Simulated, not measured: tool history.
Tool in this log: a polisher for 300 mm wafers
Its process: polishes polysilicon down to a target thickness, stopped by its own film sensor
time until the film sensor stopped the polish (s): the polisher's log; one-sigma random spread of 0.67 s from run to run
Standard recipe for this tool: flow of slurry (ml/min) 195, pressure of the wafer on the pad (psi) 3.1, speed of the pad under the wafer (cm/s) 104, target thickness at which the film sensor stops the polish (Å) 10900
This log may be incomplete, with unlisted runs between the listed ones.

run	hour	flow of slurry (ml/min)	pressure of the wafer on the pad (psi)	speed of the pad under the wafer (cm/s)	target thickness at which the film sensor stops the polish (Å)	incoming thickness of the incoming film, nm	time until the film sensor stopped the polish (s)
1	0	180	3.1	104	10900	1636.8	65.8
2	8.2	235	3.1	104	10110	1685.6	80.4
3	14.9	235	3.1	104	10110	1667.2	77
4	22.9	170	3.1	104	10900	1699	75.8
5	36.5	170	3.1	104	10900	1668.6	73
6	48.3	170	3.1	104	10900	1653.6	72.9
# hour 63.4: worn pad replaced by a new one
7	63.9	195	3.1	104	10900	1666.4	69.5
# hour 77.1: slurry nozzle cleaned
8	77.6	195	3.1	104	10900	1690.2	69.5
9	91.6	195	3.1	104	10900	1666.9	66.4
10	106	160	3.1	70	10900	1684	94.7
11	112.1	145	3.1	104	12780	1642.5	45.3
12	119.4	195	3.8	128	11700	1641.8	39.2
# hour 137.1: worn pad replaced by a new one
13	137.6	225	3.1	104	10900	1643.1	60.2
# hour 171: head pressure recalibrated
14	180.1	195	3.8	104	12100	1654.8	42.9
15	188.5	170	2.3	104	12380	1666.4	70.7
# hour 208.2: worn pad replaced by a new one
16	223.4	195	3.1	104	10900	1625.2	62.6
17	235.6	195	3.5	136	10180	1639.7	53.2
18	247	235	3.1	104	10110	1639.1	73.7

3 options for the next run, each taken on its own from the tool as it stands now. Forecast them:
A	247.4	195	3.1	104	10900	1657.4	?
B	247.4	195	2.1	104	12210	1657.4	?
C	247.4	155	3.1	104	10900	1657.4	?

run	time until the film sensor stopped the polish (s)
A	67.1
B	75.7
C	70
What these runs would have given with no unlogged condition in the tool:
run	time until the film sensor stopped the polish (s)
A	63.2
B	71.4
C	65.8
